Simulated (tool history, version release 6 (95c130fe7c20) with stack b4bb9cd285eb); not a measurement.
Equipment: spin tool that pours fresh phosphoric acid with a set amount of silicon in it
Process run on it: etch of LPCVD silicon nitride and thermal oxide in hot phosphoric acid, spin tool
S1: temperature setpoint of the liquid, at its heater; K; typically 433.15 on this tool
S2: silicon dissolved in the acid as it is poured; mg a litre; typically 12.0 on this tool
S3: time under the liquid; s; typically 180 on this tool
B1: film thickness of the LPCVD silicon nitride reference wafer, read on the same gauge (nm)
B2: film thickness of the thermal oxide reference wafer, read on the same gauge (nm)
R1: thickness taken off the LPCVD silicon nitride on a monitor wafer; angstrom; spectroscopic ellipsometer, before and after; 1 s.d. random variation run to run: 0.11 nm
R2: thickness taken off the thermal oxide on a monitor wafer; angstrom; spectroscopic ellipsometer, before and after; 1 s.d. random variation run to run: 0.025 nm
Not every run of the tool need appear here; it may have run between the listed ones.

| run | day | S1 | S2 | S3 | B1 | B2 | R1 | R2 |
|---|---|---|---|---|---|---|---|---|
| 1 | 0.000 | 433.15 | 12.0 | 180 | 110.02 | 59.970 | 141.6 | 2.67 |
| 2 | 1.608 | 433.15 | 12.0 | 250 | 110.05 | 60.007 | 195.9 | 3.70 |
| 3 | 3.888 | 433.15 | 12.0 | 250 | 110.03 | 59.994 | 192.8 | 3.73 |
|  | 5.904 | gauge calibrated |
|  | 6.033 | heated supply line repaired |
| 4 | 7.754 | 433.15 | 12.0 | 250 | 109.98 | 59.992 | 210.2 | 4.47 |
| 5 | 9.062 | 433.15 | 12.0 | 180 | 109.95 | 60.006 | 149.6 | 3.19 |
|  | 10.121 | thermometer replaced |
| 6 | 10.458 | 433.15 | 12.0 | 180 | 110.00 | 59.978 | 161.7 | 3.36 |
| 7 | 13.383 | 432.15 | 19.0 | 180 | 110.02 | 60.002 | 158.4 | 2.71 |
| 8 | 15.800 | 433.15 | 12.0 | 180 | 110.00 | 60.019 | 161.6 | 3.34 |
| 9 | 17.217 | 430.65 | 8.0 | 180 | 110.01 | 60.008 | 147.7 | 3.25 |
| 10 | 19.104 | 435.65 | 16.0 | 115 | 110.00 | 60.019 | 111.4 | 2.61 |
|  | 19.779 | dissolved silicon flow meter replaced |
| 11 | 20.796 | 433.15 | 17.0 | 180 | 109.98 | 60.000 | 161.4 | 3.45 |
| 12 | 22.875 | 433.15 | 12.0 | 180 | 110.00 | 59.989 | 160.6 | 3.17 |
| 13 | 25.629 | 434.15 | 16.0 | 180 | 110.01 | 60.019 | 164.5 | 3.21 |
| 14 | 27.692 | 431.65 | 19.5 | 180 | 109.99 | 60.002 | 149.9 | 2.82 |
| 15 | 29.842 | 435.15 | 12.0 | 135 | 110.02 | 59.964 | 128.2 | 2.82 |
|  | 30.646 | gauge calibrated |
| 16 | 31.783 | 430.15 | 6.5 | 125 | 109.98 | 59.991 | 98.4 | 2.13 |
| 17 | 33.058 | 434.65 | 3.0 | 275 | 109.97 | 59.976 | 253.2 | 6.72 |
| 18 | 34.729 | 435.65 | 12.0 | 180 | 110.00 | 60.004 | 169.6 | 4.13 |
| 19 | 37.229 | 433.15 | 12.0 | 180 | 110.00 | 60.003 | 156.7 | 3.14 |
| 20 | 38.350 | 435.15 | 21.0 | 180 | 109.95 | 59.989 | 167.6 | 2.91 |
| 21 | 40.596 | 430.65 | 8.0 | 180 | 110.04 | 59.999 | 143.1 | 2.92 |
| 22 | 41.612 | 435.65 | 4.0 | 180 | 109.97 | 59.983 | 168.3 | 5.11 |

Run 23 has not been measured yet. What should we expect?
| 23 | 44.042 | 431.15 | 21.0 | 180 | ? | ? | ? | ? |

Run 23 measured B1 110.00, B2 59.974, R1 145.2 angstrom, R2 1.93 angstrom.
Had the tool carried no hidden state, the very same run would have given R1 155.0 angstrom, R2 2.23 angstrom.
